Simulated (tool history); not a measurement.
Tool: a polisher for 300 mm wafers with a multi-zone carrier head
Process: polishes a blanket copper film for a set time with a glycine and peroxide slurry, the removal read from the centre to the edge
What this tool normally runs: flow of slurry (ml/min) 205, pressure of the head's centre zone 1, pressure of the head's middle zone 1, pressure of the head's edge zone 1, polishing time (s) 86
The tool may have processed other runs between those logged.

run	day	flow of slurry (ml/min)	pressure of the head's centre zone	pressure of the head's middle zone	pressure of the head's edge zone	polishing time (s)	wafers since the last listed run	wafers polished on this pad	hours since the slurry nozzle was cleaned	hours since the centre zone pressure was calibrated	hours since the edge zone pressure was calibrated	hours since the carrier head's membrane was replaced	incoming thickness of the incoming film, nm	film removed at the wafer's centre (angstrom)	film removed at mid-radius (angstrom)	film removed at the wafer's edge (angstrom)
1	0	205	1	1	1	86	0	1591	321.1	484.4	486.4	952.9	1450.6	2885	3165	3122
# day 0.621: centre zone pressure recalibrated
2	2.267	205	1	1	1	86	361	1952	375.5	39.5	540.8	1007.3	1439.9	3097	3137	3130
3	4.288	205	1	1	1	86	334	2286	424	88	589.3	1055.8	1406.9	3068	3104	3143
# day 4.917: worn pad replaced by a new one
# day 9.3: slurry nozzle cleaned
# day 10.896: edge zone pressure recalibrated
4	11.592	205	1	1	1	86	1159	1082	55	263.3	16.7	1231.1	1416.6	3031	3151	3149
5	13.388	205	1	1	1	86	296	1379	98.1	306.4	59.8	1274.2	1441.2	3023	3020	3165
6	15.483	205	1	1	1	86	346	1726	148.4	356.7	110.1	1324.5	1434.2	2920	3079	3070
# day 16.379: carrier head's membrane replaced by a new one
7	16.546	205	1	1	1	86	141	1867	173.9	382.2	135.6	4	1454.9	2931	3074	3110
8	18.742	240	0.96	1	0.92	104	363	2230	226.6	434.9	188.3	56.7	1425.4	3377	3776	3637
9	20.638	205	0.9	0.9	1	86	313	2544	272.1	480.4	233.8	102.2	1424.5	2544	2818	3080
# day 21.183: worn pad replaced by a new one
# day 26.804: centre zone pressure recalibrated
10	29.388	205	1	1	1	86	1405	1342	482.1	62	443.8	312.2	1428.5	3080	3078	3128
11	31.271	145	0.96	1.11	1	68	311	1653	527.3	107.2	489	357.4	1440.7	2150	2583	2323
# day 31.496: slurry nozzle cleaned
12	32.792	205	1	1	1	86	244	1898	31.1	143.7	525.5	393.9	1426.8	3042	3138	3107
13	34.017	205	1	1	1	86	202	2101	60.5	173.1	554.9	423.3	1444.4	2982	3147	3086
# day 37.346: worn pad replaced by a new one
# day 37.596: edge zone pressure recalibrated
14	42.412	205	0.94	1	1.11	98	1346	823	262	374.6	115.6	624.8	1419.7	3210	3589	3745
15	43.429	205	0.92	1	1	86	168	991	286.4	399	140	649.2	1416	2726	3129	3149
16	44.792	180	1	1	1	86	225	1217	319.1	431.7	172.7	681.9	1443	2846	3134	3126
17	46.958	205	0.94	1	1	86	358	1575	371.1	483.7	224.7	733.9	1442.8	2592	3150	3114
18	48.288	205	1	1	1	86	219	1795	403	515.6	256.6	765.8	1444.4	2781	3132	3123
# day 50.425: worn pad replaced by a new one
# day 50.512: centre zone pressure recalibrated
19	50.879	270	1.08	1.08	1.09	86	387	61	465.2	8.8	318.8	828	1436.1	3610	3654	3473
20	52.662	275	1	1.08	1.09	106	294	356	508	51.6	361.6	870.8	1438.9	4165	4337	4237
21	54.775	205	1	1.03	1	86	349	705	558.7	102.3	412.3	921.5	1425.1	3137	3226	3174

Alternative continuations, all from the tool just after run 21; predict every row:
A	54.796	205	1	1	1	86	0	705	559.2	102.8	412.8	922	1423.3	?	?	?
B	54.796	255	1	1	1	103	0	705	559.2	102.8	412.8	922	1423.3	?	?	?
C	54.796	205	1	0.9	1.12	64	0	705	559.2	102.8	412.8	922	1423.3	?	?	?
D	54.796	150	1	1	0.97	86	0	705	559.2	102.8	412.8	922	1423.3	?	?	?
E	54.796	150	1	1	1.11	86	0	705	559.2	102.8	412.8	922	1423.3	?	?	?

run	film removed at the wafer's centre (angstrom)	film removed at mid-radius (angstrom)	film removed at the wafer's edge (angstrom)
A	3153	3168	3142
B	3904	3909	3848
C	2345	2158	2453
D	2953	2989	2976
E	2953	2989	3144
Had the tool no hidden state, the same runs would have come out as:
run	film removed at the wafer's centre (angstrom)	film removed at mid-radius (angstrom)	film removed at the wafer's edge (angstrom)
A	3246	3279	3253
B	4019	4046	3983
C	2414	2234	2539
D	3040	3094	3080
E	3040	3094	3254
